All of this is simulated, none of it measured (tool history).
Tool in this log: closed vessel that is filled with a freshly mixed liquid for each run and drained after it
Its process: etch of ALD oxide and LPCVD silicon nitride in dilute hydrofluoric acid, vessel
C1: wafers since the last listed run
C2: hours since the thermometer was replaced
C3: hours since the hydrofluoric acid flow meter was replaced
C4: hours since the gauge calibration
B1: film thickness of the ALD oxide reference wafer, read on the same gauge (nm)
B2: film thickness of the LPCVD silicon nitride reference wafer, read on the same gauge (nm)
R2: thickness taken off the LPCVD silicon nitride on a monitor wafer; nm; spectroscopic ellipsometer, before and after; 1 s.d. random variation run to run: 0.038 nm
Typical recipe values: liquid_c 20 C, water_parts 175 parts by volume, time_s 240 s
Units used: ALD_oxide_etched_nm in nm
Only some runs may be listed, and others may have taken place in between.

{"run": 1, "hour": 0.0, "liquid_c": 20, "water_parts": 175, "time_s": 240, "C1": 0, "C2": 225.8, "C3": 152.7, "C4": 1839, "B1": 30.01, "B2": 60.001, "ALD_oxide_etched_nm": 20.61, "R2": 0.6}
{"run": 2, "hour": 45.4, "liquid_c": 20, "water_parts": 135, "time_s": 240, "C1": 4694, "C2": 271.2, "C3": 198.1, "C4": 1884.4, "B1": 30, "B2": 59.956, "ALD_oxide_etched_nm": 28.03, "R2": 0.734}
{"run": 3, "hour": 99.2, "liquid_c": 20, "water_parts": 135, "time_s": 240, "C1": 5563, "C2": 325, "C3": 251.9, "C4": 1938.2, "B1": 29.99, "B2": 60.009, "ALD_oxide_etched_nm": 27.98, "R2": 0.755}
{"run": 4, "hour": 203.5, "liquid_c": 20, "water_parts": 175, "time_s": 240, "C1": 10784, "C2": 429.3, "C3": 356.2, "C4": 2042.5, "B1": 29.98, "B2": 60.017, "ALD_oxide_etched_nm": 21.11, "R2": 0.575}
{"run": 5, "hour": 251.3, "liquid_c": 22.5, "water_parts": 175, "time_s": 240, "C1": 4942, "C2": 477.1, "C3": 404, "C4": 2090.3, "B1": 30, "B2": 59.993, "ALD_oxide_etched_nm": 23.04, "R2": 0.669}
{"run": 6, "hour": 346.1, "liquid_c": 20, "water_parts": 150, "time_s": 240, "C1": 9802, "C2": 571.9, "C3": 498.8, "C4": 2185.1, "B1": 29.99, "B2": 59.969, "ALD_oxide_etched_nm": 25.26, "R2": 0.678}
{"run": 7, "hour": 393.0, "liquid_c": 20, "water_parts": 175, "time_s": 240, "C1": 4849, "C2": 618.8, "C3": 545.7, "C4": 2232, "B1": 30, "B2": 60.045, "ALD_oxide_etched_nm": 21.23, "R2": 0.6}
{"run": 8, "hour": 444.4, "liquid_c": 18.5, "water_parts": 240, "time_s": 380, "C1": 5314, "C2": 670.2, "C3": 597.1, "C4": 2283.4, "B1": 30.01, "B2": 60.029, "ALD_oxide_etched_nm": 21.92, "R2": 0.64}
{"run": 9, "hour": 516.2, "liquid_c": 17.5, "water_parts": 175, "time_s": 240, "C1": 7424, "C2": 742, "C3": 668.9, "C4": 2355.2, "B1": 30, "B2": 60.018, "ALD_oxide_etched_nm": 19.44, "R2": 0.534}
{"hour": 547.1, "done": "gauge calibrated"}
{"run": 10, "hour": 621.6, "liquid_c": 20, "water_parts": 250, "time_s": 120, "C1": 10898, "C2": 847.4, "C3": 774.3, "C4": 74.5, "B1": 29.99, "B2": 59.99, "ALD_oxide_etched_nm": 7.05, "R2": 0.207}
{"hour": 658.0, "done": "hydrofluoric acid flow meter replaced"}
{"run": 11, "hour": 671.3, "liquid_c": 17, "water_parts": 95, "time_s": 240, "C1": 5035, "C2": 897.1, "C3": 13.3, "C4": 124.2, "B1": 30.02, "B2": 60.006, "ALD_oxide_etched_nm": 36.79, "R2": 0.969}
{"run": 12, "hour": 723.8, "liquid_c": 20, "water_parts": 245, "time_s": 290, "C1": 5428, "C2": 949.6, "C3": 65.8, "C4": 176.7, "B1": 30, "B2": 59.971, "ALD_oxide_etched_nm": 16.79, "R2": 0.531}
{"run": 13, "hour": 799.5, "liquid_c": 20, "water_parts": 175, "time_s": 240, "C1": 7827, "C2": 1025.3, "C3": 141.5, "C4": 252.4, "B1": 29.98, "B2": 59.948, "ALD_oxide_etched_nm": 21.04, "R2": 0.509}
{"run": 14, "hour": 836.3, "liquid_c": 20, "water_parts": 175, "time_s": 240, "C1": 3805, "C2": 1062.1, "C3": 178.3, "C4": 289.2, "B1": 30.02, "B2": 59.984, "ALD_oxide_etched_nm": 21.08, "R2": 0.613}
{"hour": 958.8, "done": "thermometer replaced"}
{"run": 15, "hour": 972.4, "liquid_c": 20, "water_parts": 175, "time_s": 240, "C1": 13969, "C2": 13.6, "C3": 314.4, "C4": 425.3, "B1": 29.99, "B2": 59.962, "ALD_oxide_etched_nm": 20.57, "R2": 0.556}
{"run": 16, "hour": 1053.3, "liquid_c": 20, "water_parts": 175, "time_s": 310, "C1": 8365, "C2": 94.5, "C3": 395.3, "C4": 506.2, "B1": 29.99, "B2": 59.998, "ALD_oxide_etched_nm": 26.85, "R2": 0.752}
{"run": 17, "hour": 1117.3, "liquid_c": 18, "water_parts": 240, "time_s": 190, "C1": 6617, "C2": 158.5, "C3": 459.3, "C4": 570.2, "B1": 29.98, "B2": 60.005, "ALD_oxide_etched_nm": 10.44, "R2": 0.279}
{"run": 18, "hour": 1215.0, "liquid_c": 20, "water_parts": 175, "time_s": 105, "C1": 10102, "C2": 256.2, "C3": 557, "C4": 667.9, "B1": 30, "B2": 60.036, "ALD_oxide_etched_nm": 9.23, "R2": 0.251}
{"run": 19, "hour": 1269.8, "liquid_c": 20, "water_parts": 175, "time_s": 240, "C1": 5666, "C2": 311, "C3": 611.8, "C4": 722.7, "B1": 29.98, "B2": 59.992, "ALD_oxide_etched_nm": 20.94, "R2": 0.551}
{"run": 20, "hour": 1306.6, "liquid_c": 22, "water_parts": 255, "time_s": 320, "C1": 3805, "C2": 347.8, "C3": 648.6, "C4": 759.5, "B1": 29.99, "B2": 60.033, "ALD_oxide_etched_nm": 19.36, "R2": 0.51}
{"run": 21, "hour": 1376.4, "liquid_c": 20, "water_parts": 210, "time_s": 240, "C1": 7217, "C2": 417.6, "C3": 718.4, "C4": 829.3, "B1": 30, "B2": 59.984, "ALD_oxide_etched_nm": 17.16, "R2": 0.437}
{"hour": 1441.1, "done": "hydrofluoric acid flow meter replaced"}
{"run": 22, "hour": 1456.4, "liquid_c": 17, "water_parts": 175, "time_s": 240, "C1": 8168, "C2": 497.6, "C3": 15.3, "C4": 909.3, "B1": 30.03, "B2": 59.991, "ALD_oxide_etched_nm": 18.25, "R2": 0.473}
{"run": 23, "hour": 1552.7, "liquid_c": 24, "water_parts": 175, "time_s": 240, "C1": 9957, "C2": 593.9, "C3": 111.6, "C4": 1005.6, "B1": 30.02, "B2": 60.027, "ALD_oxide_etched_nm": 24.24, "R2": 0.708}
{"run": 24, "hour": 1599.4, "liquid_c": 18.5, "water_parts": 125, "time_s": 165, "C1": 4828, "C2": 640.6, "C3": 158.3, "C4": 1052.3, "B1": 29.98, "B2": 59.978, "ALD_oxide_etched_nm": 19.92, "R2": 0.518}
{"run": 25, "hour": 1689.3, "liquid_c": 22, "water_parts": 100, "time_s": 105, "C1": 9295, "C2": 730.5, "C3": 248.2, "C4": 1142.2, "B1": 30.01, "B2": 59.988, "ALD_oxide_etched_nm": 18.67, "R2": 0.512}

Each row is a separate what-if for the run after 25, all from the same tool condition, not one after another. Results?
{"run": "A", "hour": 1690.0, "liquid_c": 20, "water_parts": 175, "time_s": 130, "C1": 72, "C2": 731.2, "C3": 248.9, "C4": 1142.9, "B1": "?", "B2": "?", "ALD_oxide_etched_nm": "?", "R2": "?"}
{"run": "B", "hour": 1690.0, "liquid_c": 17, "water_parts": 175, "time_s": 155, "C1": 72, "C2": 731.2, "C3": 248.9, "C4": 1142.9, "B1": "?", "B2": "?", "ALD_oxide_etched_nm": "?", "R2": "?"}
{"run": "C", "hour": 1690.0, "liquid_c": 18.5, "water_parts": 220, "time_s": 240, "C1": 72, "C2": 731.2, "C3": 248.9, "C4": 1142.9, "B1": "?", "B2": "?", "ALD_oxide_etched_nm": "?", "R2": "?"}
{"run": "D", "hour": 1690.0, "liquid_c": 22.5, "water_parts": 105, "time_s": 355, "C1": 72, "C2": 731.2, "C3": 248.9, "C4": 1142.9, "B1": "?", "B2": "?", "ALD_oxide_etched_nm": "?", "R2": "?"}
{"run": "E", "hour": 1690.0, "liquid_c": 20, "water_parts": 215, "time_s": 240, "C1": 72, "C2": 731.2, "C3": 248.9, "C4": 1142.9, "B1": "?", "B2": "?", "ALD_oxide_etched_nm": "?", "R2": "?"}

run=A B1=30.01 B2=59.988 ALD_oxide_etched_nm=11.33 R2=0.299
run=B B1=30.01 B2=59.988 ALD_oxide_etched_nm=11.99 R2=0.291
run=C B1=30.01 B2=59.988 ALD_oxide_etched_nm=15.02 R2=0.4
run=D B1=30.01 B2=59.988 ALD_oxide_etched_nm=61.38 R2=1.588
run=E B1=30.01 B2=59.988 ALD_oxide_etched_nm=16.36 R2=0.451
Stripped of hidden state, with their random variation kept, the same runs would have yielded:
run=A ALD_oxide_etched_nm=10.94 R2=0.286
run=B ALD_oxide_etched_nm=11.57 R2=0.278
run=C ALD_oxide_etched_nm=14.5 R2=0.383
run=D ALD_oxide_etched_nm=59.29 R2=1.518
run=E ALD_oxide_etched_nm=15.8 R2=0.432

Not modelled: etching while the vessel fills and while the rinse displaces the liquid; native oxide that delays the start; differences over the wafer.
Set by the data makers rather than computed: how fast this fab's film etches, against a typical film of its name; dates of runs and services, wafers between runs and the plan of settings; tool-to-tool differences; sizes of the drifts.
